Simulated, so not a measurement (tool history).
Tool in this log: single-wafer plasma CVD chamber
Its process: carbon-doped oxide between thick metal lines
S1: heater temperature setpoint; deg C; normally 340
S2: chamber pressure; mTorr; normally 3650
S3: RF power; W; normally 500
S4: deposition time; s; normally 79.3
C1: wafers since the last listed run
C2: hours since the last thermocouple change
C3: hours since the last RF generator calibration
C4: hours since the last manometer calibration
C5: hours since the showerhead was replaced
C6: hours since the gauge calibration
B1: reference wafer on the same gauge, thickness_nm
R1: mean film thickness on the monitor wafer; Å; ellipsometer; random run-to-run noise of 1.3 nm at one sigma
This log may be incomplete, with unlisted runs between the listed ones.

run,hour,S1,S2,S3,S4,C1,C2,C3,C4,C5,C6,B1,R1
1,0.0,340,3650,500,79.3,0,801.7,279.0,2121.8,3058.2,36.1,319.763,3936.13
2,54.9,340,3650,500,79.3,517,856.6,333.9,2176.7,3113.1,91.0,320.068,3912.11
3,83.0,340,3650,500,79.3,264,884.7,362.0,2204.8,3141.2,119.1,320.035,3913.61
4,258.1,340,3650,500,79.3,1649,1059.8,537.1,2379.9,3316.3,294.2,319.929,3930.82
5,284.2,340,3650,500,79.3,245,1085.9,563.2,2406.0,3342.4,320.3,320.151,3920.60
6,326.5,340,3650,500,79.3,398,1128.2,605.5,2448.3,3384.7,362.6,319.953,3926.74
7,411.1,340,3650,500,79.3,797,1212.8,690.1,2532.9,3469.3,447.2,319.976,3908.61
8,438.7,340,3650,500,79.3,260,1240.4,717.7,2560.5,3496.9,474.8,320.123,3929.54
9,481.8,340,3650,500,79.3,406,1283.5,760.8,2603.6,3540.0,517.9,320.025,3917.97
10,544.6,340,3650,500,79.3,591,1346.3,823.6,2666.4,3602.8,580.7,319.953,3908.15
11,569.1,345,3650,500,73.7,230,1370.8,848.1,2690.9,3627.3,605.2,319.992,3622.12
12,628.3,345,3650,500,73.7,557,1430.0,907.3,2750.1,3686.5,664.4,319.893,3611.23
# hour 642.5: showerhead replaced
13,675.0,340,3170,500,90.6,364,1476.7,954.0,2796.8,32.5,711.1,320.005,4418.41
# hour 687.2: thermocouple changed; heater temperature recalibrated
14,709.6,340,3650,500,79.3,250,22.4,988.6,2831.4,67.1,745.7,319.947,3964.98
15,764.5,347,4030,410,93.4,517,77.3,1043.5,2886.3,122.0,800.6,320.104,4056.15
# hour 806.3: capacitance manometer re-zeroed and calibrated
16,806.8,340,3170,500,90.6,323,119.6,1085.8,0.5,164.3,842.9,320.129,4504.08
17,860.4,348,4520,550,79.3,505,173.2,1139.4,54.1,217.9,896.5,319.947,4209.98
18,890.5,340,3650,500,79.3,283,203.3,1169.5,84.2,248.0,926.6,319.911,3960.52
19,945.9,340,3650,500,79.3,521,258.7,1224.9,139.6,303.4,982.0,319.954,3960.30
20,1002.3,340,3270,500,79.3,531,315.1,1281.3,196.0,359.8,1038.4,320.061,3958.20
# hour 1079.5: thermocouple changed; heater temperature recalibrated, repeated, since the last time left the tool worse
21,1104.3,340,3650,545,79.3,885,24.8,1383.3,298.0,461.8,1140.4,320.267,4101.64
# hour 1124.1: gauge calibrated
22,1163.8,340,3650,540,79.3,560,84.3,1442.8,357.5,521.3,39.7,319.749,4072.77
# hour 1283.6: RF generator calibrated
23,1356.6,340,3050,500,73.2,1741,277.1,73.0,550.3,714.1,232.5,320.286,3560.99
24,1388.5,355,4500,500,79.3,300,309.0,104.9,582.2,746.0,264.4,319.960,3872.31
25,1417.5,349,3650,500,64.2,273,338.0,133.9,611.2,775.0,293.4,320.099,3077.71
26,1613.3,355,4500,500,79.3,1844,533.8,329.7,807.0,970.8,489.2,320.235,3875.94

State the hidden condition of the tool at each of the runs:
delivered RF power above the setpoint (%): 0 on each run
true pressure above the setpoint (%): 0 on each run
gauge reads high (%): 0 on each run
H1: wafer temperature above the value expected at the setpoint (K)
run,H1
1,-2.87
2,-2.96
3,-3
4,-3.21
5,-3.24
6,-3.28
7,-3.35
8,-3.37
9,-3.41
10,-3.45
11,-3.46
12,-3.5
13,-3.52
14,-6.1
15,-6.42
16,-6.66
17,-6.93
18,-7.07
19,-7.31
20,-7.53
21,0.161
22,-0.19
23,-1.11
24,-1.23
25,-1.34
26,-1.94

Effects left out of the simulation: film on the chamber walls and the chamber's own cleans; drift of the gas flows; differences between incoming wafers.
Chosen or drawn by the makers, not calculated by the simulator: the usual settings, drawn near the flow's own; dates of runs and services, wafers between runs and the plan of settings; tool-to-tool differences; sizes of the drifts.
